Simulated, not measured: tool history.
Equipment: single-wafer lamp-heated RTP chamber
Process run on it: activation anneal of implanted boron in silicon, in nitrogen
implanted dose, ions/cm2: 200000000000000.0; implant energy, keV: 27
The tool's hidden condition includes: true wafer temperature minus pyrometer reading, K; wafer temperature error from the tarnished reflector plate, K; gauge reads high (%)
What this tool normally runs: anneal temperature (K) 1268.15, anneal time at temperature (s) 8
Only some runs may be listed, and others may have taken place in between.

| run | hour | anneal temperature (K) | anneal time at temperature (s) | wafers since the last listed run | wafers since the last pyrometer calibration | wafers since the reflector plate was cleaned | hours since the gauge calibration | read-back reference wafer on the same gauge, sheet resistance | sheet resistance of the implanted and annealed layer (ohm/square) |
|---|---|---|---|---|---|---|---|---|---|
| 1 | 0 | 1268.15 | 8 | 0 | 2630 | 3723 | 306.6 | 402 | 470.41 |
| 2 | 9.3 | 1268.15 | 8 | 74 | 2705 | 3798 | 315.9 | 402.04 | 469.15 |
| 3 | 15.9 | 1268.15 | 8 | 52 | 2758 | 3850 | 322.5 | 402 | 469.83 |
| 4 | 23.3 | 1268.15 | 8 | 59 | 2817 | 3910 | 329.9 | 401.95 | 469.84 |
| 5 | 31.7 | 1268.15 | 8 | 67 | 2885 | 3977 | 338.3 | 402.06 | 469.13 |
| 6 | 49 | 1268.15 | 8 | 138 | 3024 | 4116 | 355.6 | 402.01 | 469.82 |
| 7 | 56.1 | 1252.15 | 11 | 56 | 3081 | 4173 | 362.7 | 402.05 | 477.21 |
| 8 | 66.4 | 1252.15 | 11 | 82 | 3163 | 4256 | 373 | 402.06 | 477.24 |
| 9 | 76.6 | 1282.15 | 10 | 81 | 3245 | 4338 | 383.2 | 401.91 | 466.5 |
| 10 | 84.7 | 1282.15 | 10 | 65 | 3310 | 4403 | 391.3 | 401.9 | 465.2 |
| 11 | 95.1 | 1250.15 | 8 | 83 | 3394 | 4486 | 401.7 | 402 | 480.28 |
| 12 | 109.3 | 1250.15 | 8 | 113 | 3508 | 4600 | 415.9 | 402.01 | 480.12 |
| 13 | 120.6 | 1260.15 | 8 | 90 | 3598 | 4691 | 427.2 | 401.96 | 472.32 |
|  | 121.2 | gauge calibrated |
| 14 | 134.4 | 1260.15 | 8 | 110 | 3709 | 4802 | 13.2 | 401.95 | 472.55 |
| 15 | 146.3 | 1260.15 | 8 | 95 | 3805 | 4897 | 25.1 | 402.04 | 471.86 |
| 16 | 152.6 | 1268.15 | 8 | 50 | 3855 | 4948 | 31.4 | 401.99 | 469.71 |
| 17 | 165 | 1281.15 | 10 | 99 | 3955 | 5047 | 43.8 | 402.06 | 465.13 |
| 18 | 177.6 | 1253.15 | 13 | 101 | 4056 | 5149 | 56.4 | 401.96 | 473.93 |
| 19 | 190.3 | 1254.15 | 12 | 101 | 4158 | 5251 | 69.1 | 402.14 | 474.3 |
| 20 | 204.8 | 1268.15 | 8 | 116 | 4274 | 5367 | 83.6 | 402.07 | 468.85 |
|  | 217.3 | pyrometer window cleaned and pyrometer calibrated |
| 21 | 217.8 | 1268.15 | 8 | 40 | 4 | 5407 | 96.6 | 402 | 473.03 |
| 22 | 224.2 | 1268.15 | 8 | 51 | 55 | 5458 | 103 | 401.98 | 474.37 |
| 23 | 242.1 | 1277.15 | 8 | 143 | 199 | 5602 | 120.9 | 401.91 | 470.06 |
|  | 260.7 | reflector plate cleaned |
| 24 | 261.2 | 1268.15 | 3 | 89 | 288 | 3 | 140 | 402.11 | 476.01 |
| 25 | 270.7 | 1268.15 | 8 | 76 | 364 | 80 | 149.5 | 402.04 | 472.16 |
| 26 | 288.2 | 1268.15 | 8 | 140 | 505 | 220 | 167 | 402.02 | 473.27 |
| 27 | 301.9 | 1246.15 | 12 | 109 | 615 | 330 | 180.7 | 402.16 | 489.12 |
| 28 | 316.9 | 1294.15 | 13 | 120 | 735 | 451 | 195.7 | 401.95 | 464.88 |
| 29 | 330.7 | 1277.15 | 12 | 110 | 846 | 561 | 209.5 | 402.03 | 466.43 |
| 30 | 372.3 | 1260.15 | 10 | 333 | 1180 | 895 | 251.1 | 401.98 | 476.46 |
| 31 | 378.7 | 1288.15 | 12 | 51 | 1231 | 947 | 257.5 | 401.96 | 465.63 |
| 32 | 387.8 | 1250.15 | 3 | 73 | 1304 | 1020 | 266.6 | 401.95 | 488.4 |
| 33 | 394 | 1268.15 | 8 | 49 | 1354 | 1070 | 272.8 | 402.07 | 473.33 |

Entry by entry between the runs, the difference in hidden state between the last listed run before and the first listed run after:
Between runs 13 and 14: gauge calibrated (hour 121.2)
  true wafer temperature minus pyrometer reading, K: 10.4 -> 10.6
  measured minus no-state result, sheet resistance of the implanted and annealed layer (ohm/square): -6.93 -> -7.06
Between runs 20 and 21: pyrometer window cleaned and pyrometer calibrated (hour 217.3)
  true wafer temperature minus pyrometer reading, K: 12 -> 0.496
  measured minus no-state result, sheet resistance of the implanted and annealed layer (ohm/square): -5.08 -> -0.28
Between runs 23 and 24: reflector plate cleaned (hour 260.7)
  true wafer temperature minus pyrometer reading, K: 0.967 -> 1.34
  measured minus no-state result, sheet resistance of the implanted and annealed layer (ohm/square): -0.33 -> -0.8
